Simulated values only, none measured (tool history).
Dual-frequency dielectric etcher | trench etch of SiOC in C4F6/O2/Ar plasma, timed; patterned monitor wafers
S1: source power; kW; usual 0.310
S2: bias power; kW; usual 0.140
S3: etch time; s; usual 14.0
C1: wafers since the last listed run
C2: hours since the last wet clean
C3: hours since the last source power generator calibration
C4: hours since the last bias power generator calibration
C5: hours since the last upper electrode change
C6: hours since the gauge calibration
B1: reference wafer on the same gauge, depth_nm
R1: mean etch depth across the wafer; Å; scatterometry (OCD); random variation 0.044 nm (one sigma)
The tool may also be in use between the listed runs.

run   hour     S1     S2    S3   C1     C2      C3      C4      C5     C6     B1     R1
  1    0.0  0.310  0.140  14.0    0  430.0  1668.4  3184.7  5459.6   43.0  35.28  304.8
  2   14.6  0.310  0.140  14.0  185  444.6  1683.0  3199.3  5474.2   57.6  35.28  304.7
  3   23.5  0.310  0.140  12.5  112  453.5  1691.9  3208.2  5483.1   66.5  35.31  272.5
  4   33.1  0.310  0.140  14.0  121  463.1  1701.5  3217.8  5492.7   76.1  35.32  304.9
  5   41.9  0.310  0.140  14.0  111  471.9  1710.3  3226.6  5501.5   84.9  35.30  305.4
  6   48.5  0.270  0.140  14.0   83  478.5  1716.9  3233.2  5508.1   91.5  35.29  291.4
  7   59.3  0.310  0.140  14.0  136  489.3  1727.7  3244.0  5518.9  102.3  35.30  306.1
  8   89.6  0.310  0.140  14.0  384  519.6  1758.0  3274.3  5549.2  132.6  35.32  306.2
  9   95.7  0.310  0.140  14.0   77  525.7  1764.1  3280.4  5555.3  138.7  35.30  306.7
 10  105.8  0.310  0.140  14.0  128  535.8  1774.2  3290.5  5565.4  148.8  35.29  305.9
 11  111.8  0.310  0.140  14.0   76  541.8  1780.2  3296.5  5571.4  154.8  35.28  306.4
     122.8  -- source power generator calibrated
 12  126.8  0.310  0.148  11.0  139  556.8     4.0  3311.5  5586.4  169.8  35.30  245.4
 13  142.2  0.380  0.130  11.0  195  572.2    19.4  3326.9  5601.8  185.2  35.30  254.0
     156.3  -- bias power generator calibrated
 14  156.8  0.310  0.140  14.0  134  586.8    34.0     0.5  5616.4  199.8  35.29  306.9
 15  164.0  0.310  0.140  14.0   91  594.0    41.2     7.7  5623.6  207.0  35.30  307.9
     192.2  -- upper electrode replaced
     197.0  -- gauge calibrated
     204.3  -- wet clean of the chamber
 16  204.8  0.360  0.127  16.5   59    0.5    82.0    48.5    12.6    7.8  35.27  354.2
 17  205.1  0.260  0.140  11.0    3    0.8    82.3    48.8    12.9    8.1  35.31  217.0
 18  205.4  0.340  0.140  12.0    3    1.1    82.6    49.1    13.2    8.4  35.30  258.6
 19  205.8  0.280  0.140  16.5    5    1.5    83.0    49.5    13.6    8.8  35.29  334.3
 20  216.6  0.310  0.107  14.0  136   12.3    93.8    60.3    24.4   19.6  35.31  275.1
 21  230.8  0.280  0.140  14.0  180   26.5   108.0    74.5    38.6   33.8  35.31  283.6
 22  244.3  0.290  0.171  17.0  171   40.0   121.5    88.0    52.1   47.3  35.29  366.2
 23  257.1  0.310  0.168  10.0  162   52.8   134.3   100.8    64.9   60.1  35.31  219.4
 24  274.8  0.310  0.107  14.0  224   70.5   152.0   118.5    82.6   77.8  35.31  276.2
 25  288.0  0.260  0.140  17.5  167   83.7   165.2   131.7    95.8   91.0  35.32  347.9

5 ways to go on from here, each from the tool as it stands after run 25. What would each give?
  A  288.4  0.310  0.140  14.0   5  84.1  165.6  132.1  96.2  91.4   ?   ?
  B  288.4  0.260  0.140  14.0   5  84.1  165.6  132.1  96.2  91.4   ?   ?
  C  288.4  0.350  0.113  16.5   5  84.1  165.6  132.1  96.2  91.4   ?   ?
  D  288.4  0.310  0.126  12.5   5  84.1  165.6  132.1  96.2  91.4   ?   ?
  E  288.4  0.340  0.152  12.0   5  84.1  165.6  132.1  96.2  91.4   ?   ?

run     B1     R1
  A  35.32  294.0
  B  35.32  277.3
  C  35.32  343.6
  D  35.32  256.0
  E  35.32  265.4
Without the tool's hidden state the same runs would have given:
run     R1
  A  294.8
  B  278.1
  C  344.6
  D  256.7
  E  266.1
